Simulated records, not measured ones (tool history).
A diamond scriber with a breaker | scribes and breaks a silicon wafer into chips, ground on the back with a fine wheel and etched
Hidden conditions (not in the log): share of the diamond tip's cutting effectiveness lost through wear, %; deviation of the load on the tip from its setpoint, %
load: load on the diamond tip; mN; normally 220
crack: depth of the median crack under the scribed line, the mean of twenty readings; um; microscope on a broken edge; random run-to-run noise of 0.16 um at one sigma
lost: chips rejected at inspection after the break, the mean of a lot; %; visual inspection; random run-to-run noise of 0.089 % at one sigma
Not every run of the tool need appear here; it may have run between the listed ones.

run   hour  load  wafers since the last listed run  hours since the diamond tip was replaced  hours since the load on the tip was calibrated  incoming depth of the damage left on the back of the incoming wafer, um  crack  lost
  1      0   238                                 0                                     428.4                                            49.1                                                                     0.71  13.97  1.33
  2   38.3   238                               120                                     466.7                                            87.4                                                                     0.34  13.67  1.45
  3     86   238                               149                                     514.4                                           135.1                                                                     0.62  13.91  1.69
  4  126.2   257                               125                                     554.6                                           175.3                                                                     0.71  14.04  1.49
     128.7  -- diamond tip replaced by a new one
  5  222.1   257                               294                                      93.4                                           271.2                                                                     0.62  15.33  1.83
  6  445.1   260                               698                                     316.4                                           494.2                                                                     0.47  14.95  1.42
  7    533   260                               275                                     404.3                                           582.1                                                                     0.57  14.77  1.45
  8  635.5   169                               321                                     506.8                                           684.6                                                                     0.58  12.03  5.54
  9  677.6   277                               131                                     548.9                                           726.7                                                                     0.48  14.35  1.15
 10  719.5   260                               131                                     590.8                                           768.6                                                                     0.37  13.77  1.56
     741.3  -- diamond tip replaced by a new one
     767.1  -- load on the tip recalibrated
 11  802.6   220                               247                                      61.3                                            35.5                                                                     0.33  14.33   1.3
 12    955   198                               477                                     213.7                                           187.9                                                                     0.33  13.67  1.95

Expected results for the next run?
 13  1055.2   195                               314                                     313.9                                           288.1                                                                     0.65      ?     ?

crack: 12.93 um
lost: 2.03 %
If the tool had no hidden condition, the same run with the same run-to-run variation would have returned crack 13.4 um, lost 1.5 %.

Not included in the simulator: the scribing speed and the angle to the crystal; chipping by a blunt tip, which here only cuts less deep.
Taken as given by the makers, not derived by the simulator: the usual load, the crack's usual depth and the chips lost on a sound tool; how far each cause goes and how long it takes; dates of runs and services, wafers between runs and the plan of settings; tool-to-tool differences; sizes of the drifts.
